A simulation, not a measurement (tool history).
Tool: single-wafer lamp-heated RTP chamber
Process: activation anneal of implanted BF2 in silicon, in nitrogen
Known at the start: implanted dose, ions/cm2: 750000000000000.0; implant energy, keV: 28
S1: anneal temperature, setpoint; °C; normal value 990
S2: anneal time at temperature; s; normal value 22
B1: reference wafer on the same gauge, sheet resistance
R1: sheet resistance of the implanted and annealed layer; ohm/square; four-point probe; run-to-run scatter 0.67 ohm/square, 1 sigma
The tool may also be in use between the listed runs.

run	hour	S1	S2	B1	R1
1	0	990	22	222.04	205.3
2	38.2	990	22	221.93	204.62
3	95.1	990	14	221.78	210.63
4	120.8	990	14	222.06	210.8
5	173.9	990	14	221.79	210.97
6	238.6	982	19	221.84	213.78
7	292.6	990	22	221.99	204.41
8	363.6	990	22	222.25	205.92
9	393.3	990	22	222.01	204.86
10	498.5	990	22	221.68	204.12
11	545.9	990	22	222.11	206.6
# hour 556: pyrometer window cleaned and pyrometer calibrated
12	609	990	22	222.3	202.27
13	675.2	1007	17	222.09	195.16
14	727.3	1019	22	222.19	186.42
15	782.5	1017	22	221.9	188.53
# hour 817.4: gauge calibrated
# hour 850.7: reflector plate cleaned
16	851.3	1014	22	222.23	187.77
# hour 864.4: pyrometer window cleaned and pyrometer calibrated, repeated, since the last time left the tool worse
17	902	1020	26	221.85	188.72
18	938.1	974	27	221.92	219.92
19	977.8	979	14	221.97	221
20	1045.6	990	22	222.18	207.31
21	1114.2	990	22	222.09	206.49
22	1242.9	990	22	222.17	205.65
23	1270	990	22	221.89	205.39
24	1323	990	22	221.79	205.8
25	1394.6	975	10	221.89	226.15
26	1432.8	972	22	221.93	218.35
27	1466.2	990	18	222.16	207.86
28	1529.2	1017	28	221.94	187.14
# hour 1566.3: pyrometer window cleaned and pyrometer calibrated
29	1573.3	968	22	221.61	228.44
30	1600.9	1005	12	221.85	203.88
31	1642.4	981	12	222.15	222.24
32	1688.2	974	22	222.04	220.39
33	1764.3	990	22	222	205.97
34	1792.2	990	11	221.68	212.18
35	1860.4	961	12	222.2	238.8
36	1924.6	990	22	221.6	204.54

Forecast each of these 5 alternatives for the next run:
A	1925	982	22	?	?
B	1925	1009	27	?	?
C	1925	990	12	?	?
D	1925	1004	27	?	?
E	1925	1012	15	?	?

run	B1	R1
A	222.13	211.15
B	222.13	191.37
C	222.13	211.91
D	222.13	193.92
E	222.13	196
The same runs, with their run-to-run variation unchanged, on a tool lacking any hidden condition would have given:
run	R1
A	216.23
B	194.46
C	216.61
D	197.33
E	199.13
